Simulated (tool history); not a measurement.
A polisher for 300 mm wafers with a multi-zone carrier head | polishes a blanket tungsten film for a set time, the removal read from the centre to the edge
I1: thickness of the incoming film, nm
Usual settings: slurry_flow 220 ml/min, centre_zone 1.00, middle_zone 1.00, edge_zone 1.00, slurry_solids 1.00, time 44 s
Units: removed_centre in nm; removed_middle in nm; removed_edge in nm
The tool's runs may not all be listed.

{"run": 1, "hour": 0.0, "slurry_flow": 245, "centre_zone": 1.0, "middle_zone": 1.0, "edge_zone": 1.0, "slurry_solids": 1.0, "time": 44, "I1": 1002.1, "removed_centre": 180.3, "removed_middle": 193.0, "removed_edge": 191.8}
{"run": 2, "hour": 37.1, "slurry_flow": 220, "centre_zone": 1.0, "middle_zone": 1.0, "edge_zone": 1.0, "slurry_solids": 1.0, "time": 44, "I1": 991.7, "removed_centre": 177.1, "removed_middle": 188.7, "removed_edge": 188.6}
{"hour": 90.3, "done": "worn pad replaced by a new one"}
{"run": 3, "hour": 98.9, "slurry_flow": 220, "centre_zone": 1.0, "middle_zone": 1.0, "edge_zone": 1.0, "slurry_solids": 1.0, "time": 44, "I1": 1009.5, "removed_centre": 173.9, "removed_middle": 188.3, "removed_edge": 189.4}
{"run": 4, "hour": 136.2, "slurry_flow": 220, "centre_zone": 1.0, "middle_zone": 0.91, "edge_zone": 1.0, "slurry_solids": 0.85, "time": 44, "I1": 1005.1, "removed_centre": 164.4, "removed_middle": 162.9, "removed_edge": 176.3}
{"hour": 150.1, "done": "slurry nozzle cleaned"}
{"run": 5, "hour": 194.7, "slurry_flow": 220, "centre_zone": 1.0, "middle_zone": 1.0, "edge_zone": 1.0, "slurry_solids": 1.0, "time": 44, "I1": 1000.2, "removed_centre": 176.4, "removed_middle": 191.9, "removed_edge": 191.1}
{"hour": 218.7, "done": "centre zone pressure recalibrated"}
{"run": 6, "hour": 250.7, "slurry_flow": 220, "centre_zone": 1.0, "middle_zone": 1.0, "edge_zone": 1.0, "slurry_solids": 1.0, "time": 44, "I1": 1002.8, "removed_centre": 186.2, "removed_middle": 189.5, "removed_edge": 190.5}
{"run": 7, "hour": 317.2, "slurry_flow": 165, "centre_zone": 1.0, "middle_zone": 1.0, "edge_zone": 1.0, "slurry_solids": 1.0, "time": 44, "I1": 1021.8, "removed_centre": 174.7, "removed_middle": 183.0, "removed_edge": 184.3}
{"hour": 353.7, "done": "worn pad replaced by a new one"}
{"run": 8, "hour": 359.4, "slurry_flow": 220, "centre_zone": 1.0, "middle_zone": 1.0, "edge_zone": 1.0, "slurry_solids": 1.0, "time": 53, "I1": 1004.8, "removed_centre": 216.4, "removed_middle": 230.1, "removed_edge": 230.0}
{"hour": 369.5, "done": "slurry nozzle cleaned"}
{"run": 9, "hour": 386.4, "slurry_flow": 220, "centre_zone": 1.0, "middle_zone": 1.0, "edge_zone": 1.0, "slurry_solids": 1.0, "time": 44, "I1": 1006.8, "removed_centre": 180.2, "removed_middle": 187.3, "removed_edge": 187.3}
{"run": 10, "hour": 414.6, "slurry_flow": 220, "centre_zone": 1.0, "middle_zone": 1.0, "edge_zone": 1.0, "slurry_solids": 1.0, "time": 44, "I1": 998.9, "removed_centre": 175.5, "removed_middle": 192.2, "removed_edge": 188.4}
{"run": 11, "hour": 456.0, "slurry_flow": 275, "centre_zone": 1.0, "middle_zone": 1.0, "edge_zone": 1.0, "slurry_solids": 1.0, "time": 55, "I1": 1008.8, "removed_centre": 228.8, "removed_middle": 243.2, "removed_edge": 240.4}
{"run": 12, "hour": 485.7, "slurry_flow": 275, "centre_zone": 1.0, "middle_zone": 1.0, "edge_zone": 1.0, "slurry_solids": 1.0, "time": 44, "I1": 1013.1, "removed_centre": 182.0, "removed_middle": 195.2, "removed_edge": 193.1}
{"run": 13, "hour": 532.5, "slurry_flow": 220, "centre_zone": 1.0, "middle_zone": 1.0, "edge_zone": 1.0, "slurry_solids": 1.2, "time": 54, "I1": 983.7, "removed_centre": 230.3, "removed_middle": 246.2, "removed_edge": 249.0}
{"hour": 553.8, "done": "worn pad replaced by a new one"}
{"hour": 595.6, "done": "edge zone pressure recalibrated"}
{"hour": 625.8, "done": "slurry nozzle cleaned"}
{"run": 14, "hour": 666.8, "slurry_flow": 220, "centre_zone": 1.04, "middle_zone": 1.0, "edge_zone": 1.0, "slurry_solids": 1.0, "time": 44, "I1": 1001.4, "removed_centre": 179.7, "removed_middle": 187.5, "removed_edge": 188.9}
{"hour": 701.2, "done": "carrier head's membrane replaced by a new one"}
{"hour": 706.5, "done": "centre zone pressure recalibrated"}
{"run": 15, "hour": 712.9, "slurry_flow": 220, "centre_zone": 1.0, "middle_zone": 1.0, "edge_zone": 1.0, "slurry_solids": 1.0, "time": 44, "I1": 993.3, "removed_centre": 188.9, "removed_middle": 188.4, "removed_edge": 188.9}
{"run": 16, "hour": 768.3, "slurry_flow": 220, "centre_zone": 1.08, "middle_zone": 0.91, "edge_zone": 1.06, "slurry_solids": 1.0, "time": 35, "I1": 1007.7, "removed_centre": 159.9, "removed_middle": 142.2, "removed_edge": 153.2}
{"run": 17, "hour": 797.6, "slurry_flow": 220, "centre_zone": 1.0, "middle_zone": 1.0, "edge_zone": 1.11, "slurry_solids": 1.0, "time": 44, "I1": 981.5, "removed_centre": 186.2, "removed_middle": 189.4, "removed_edge": 197.0}
{"hour": 807.2, "done": "worn pad replaced by a new one"}
{"hour": 823.1, "done": "slurry nozzle cleaned"}
{"run": 18, "hour": 850.4, "slurry_flow": 220, "centre_zone": 1.0, "middle_zone": 1.0, "edge_zone": 1.0, "slurry_solids": 1.0, "time": 44, "I1": 993.3, "removed_centre": 184.6, "removed_middle": 188.8, "removed_edge": 189.5}
{"run": 19, "hour": 916.9, "slurry_flow": 220, "centre_zone": 1.0, "middle_zone": 1.0, "edge_zone": 1.0, "slurry_solids": 1.2, "time": 44, "I1": 978.5, "removed_centre": 196.0, "removed_middle": 204.5, "removed_edge": 202.6}
{"run": 20, "hour": 973.2, "slurry_flow": 220, "centre_zone": 1.0, "middle_zone": 1.0, "edge_zone": 1.0, "slurry_solids": 1.15, "time": 44, "I1": 1004.3, "removed_centre": 194.3, "removed_middle": 200.1, "removed_edge": 198.9}
{"run": 21, "hour": 999.9, "slurry_flow": 220, "centre_zone": 0.96, "middle_zone": 1.0, "edge_zone": 1.0, "slurry_solids": 1.0, "time": 44, "I1": 1013.6, "removed_centre": 169.4, "removed_middle": 188.8, "removed_edge": 190.0}

4 ways to go on from here, each from the tool as it stands after run 21. What would each give?
{"run": "A", "hour": 1000.3, "slurry_flow": 220, "centre_zone": 1.0, "middle_zone": 1.0, "edge_zone": 1.0, "slurry_solids": 1.0, "time": 44, "I1": 1005.6, "removed_centre": "?", "removed_middle": "?", "removed_edge": "?"}
{"run": "B", "hour": 1000.3, "slurry_flow": 240, "centre_zone": 1.0, "middle_zone": 1.0, "edge_zone": 0.95, "slurry_solids": 1.15, "time": 44, "I1": 1005.6, "removed_centre": "?", "removed_middle": "?", "removed_edge": "?"}
{"run": "C", "hour": 1000.3, "slurry_flow": 285, "centre_zone": 1.07, "middle_zone": 1.04, "edge_zone": 1.0, "slurry_solids": 1.0, "time": 44, "I1": 1005.6, "removed_centre": "?", "removed_middle": "?", "removed_edge": "?"}
{"run": "D", "hour": 1000.3, "slurry_flow": 280, "centre_zone": 1.0, "middle_zone": 1.09, "edge_zone": 1.0, "slurry_solids": 1.2, "time": 57, "I1": 1005.6, "removed_centre": "?", "removed_middle": "?", "removed_edge": "?"}

run=A removed_centre=174.4 removed_middle=188.3 removed_edge=188.6
run=B removed_centre=185.7 removed_middle=200.3 removed_edge=195.3
run=C removed_centre=192.1 removed_middle=199.5 removed_edge=192.1
run=D removed_centre=248.4 removed_middle=287.7 removed_edge=265.9
Without the tool's hidden state the same runs would have given:
run=A removed_centre=188.4 removed_middle=188.2 removed_edge=188.6
run=B removed_centre=200.7 removed_middle=200.2 removed_edge=195.3
run=C removed_centre=207.5 removed_middle=199.4 removed_edge=192.1
run=D removed_centre=268.5 removed_middle=287.6 removed_edge=265.9
